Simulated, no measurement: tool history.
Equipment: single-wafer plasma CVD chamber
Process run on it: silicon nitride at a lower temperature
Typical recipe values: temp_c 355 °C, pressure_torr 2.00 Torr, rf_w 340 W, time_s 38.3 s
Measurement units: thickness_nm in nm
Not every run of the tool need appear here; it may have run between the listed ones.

run	hour	temp_c	pressure_torr	rf_w	time_s	read-back reference wafer on the same gauge, thickness_nm	thickness_nm
1	0.0	355	2.00	340	38.3	41.296	47.401
2	57.0	366	2.00	355	38.3	41.307	47.920
3	118.3	355	2.00	315	38.3	41.304	45.770
4	171.2	355	2.00	315	38.3	41.298	46.013
5	226.7	355	2.00	340	38.3	41.295	47.411
6	264.2	355	2.00	340	38.3	41.312	47.574
7	314.3	355	2.00	340	38.3	41.299	47.524
# hour 342.2: showerhead replaced
8	369.4	355	2.00	380	38.3	41.305	49.688
9	395.0	347	2.00	340	36.2	41.300	44.993
# hour 406.8: thermocouple changed; heater temperature recalibrated
10	435.4	355	2.00	340	38.3	41.308	47.508
# hour 476.4: gauge calibrated
11	495.1	342	1.71	285	38.3	41.304	42.623
12	558.2	355	1.81	340	44.2	41.305	53.494
13	618.1	351	2.00	405	38.3	41.308	51.379
# hour 638.3: RF generator calibrated
# hour 639.2: capacitance manometer re-zeroed and calibrated
14	646.0	346	2.28	340	35.6	41.304	45.634
15	823.4	363	1.84	340	34.2	41.301	41.090
16	885.7	355	1.74	305	33.1	41.308	37.578

Forecast each of these 4 alternatives for the next run:
A	886.1	355	2.15	340	38.3	?	?
B	886.1	355	2.00	310	35.3	?	?
C	886.1	351	2.00	340	35.1	?	?
D	886.1	363	1.65	290	44.3	?	?

run	read-back reference wafer on the same gauge, thickness_nm	thickness_nm
A	41.295	47.875
B	41.295	41.715
C	41.295	43.175
D	41.295	48.257
Had the tool no hidden state, the same runs would have come out as:
run	thickness_nm
A	48.180
B	41.994
C	43.450
D	48.575
